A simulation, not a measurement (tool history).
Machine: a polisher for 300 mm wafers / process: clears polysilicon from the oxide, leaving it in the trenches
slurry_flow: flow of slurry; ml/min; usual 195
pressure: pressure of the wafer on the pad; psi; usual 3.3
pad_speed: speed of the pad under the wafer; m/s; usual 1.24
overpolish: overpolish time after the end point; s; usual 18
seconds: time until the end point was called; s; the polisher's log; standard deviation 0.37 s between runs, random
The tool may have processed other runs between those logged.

run	hour	slurry_flow	pressure	pad_speed	overpolish	wafers since the last listed run	wafers polished on this pad	hours since the slurry nozzle was cleaned	hours since the head pressure was calibrated	incoming thickness of the incoming film, nm	seconds
1	0	145	3.3	1.24	24	0	1929	684.5	551.1	492.1	30.6
2	44.4	195	3.3	1.24	18	676	2606	728.9	595.5	490.2	29.9
3	137.9	195	3.3	1.24	18	1424	4031	822.4	689	493.9	31
# hour 150.4: slurry nozzle cleaned
4	215.5	195	3.3	1.24	18	1167	5198	65.1	766.6	489.6	30.8
# hour 220.1: head pressure recalibrated
# hour 287.7: worn pad replaced by a new one
5	315.1	195	3.3	1.24	18	1426	418	164.7	95	488	29.6
6	366.1	195	3.3	1.24	18	777	1195	215.7	146	495	29.8
7	408.6	195	3.3	1.24	18	647	1842	258.2	188.5	489.1	30.2
8	462.6	195	3.3	1.24	18	822	2665	312.2	242.5	496.3	30.1
9	501.9	195	3.3	1.24	18	598	3264	351.5	281.8	490.7	30.1
10	546.5	195	3.3	1.24	18	679	3944	396.1	326.4	491	30.2
11	594.5	195	3.3	1.24	18	731	4676	444.1	374.4	480.7	30.6
# hour 650.6: worn pad replaced by a new one
12	673.6	195	3.3	1.24	18	1144	350	523.2	453.5	486.5	28.7
13	741.3	195	3.3	1.24	10	1031	1381	590.9	521.2	493.7	30.4
14	809.7	240	3.3	1.24	18	1042	2424	659.3	589.6	488.4	28.6

Estimate the outcome of run 15 from the log above:
15	942.9	195	3.3	0.82	18	2029	4454	792.5	722.8	497.3	?

seconds: 38.7 s
Without the tool's hidden state the same run would have given seconds 36.9 s.

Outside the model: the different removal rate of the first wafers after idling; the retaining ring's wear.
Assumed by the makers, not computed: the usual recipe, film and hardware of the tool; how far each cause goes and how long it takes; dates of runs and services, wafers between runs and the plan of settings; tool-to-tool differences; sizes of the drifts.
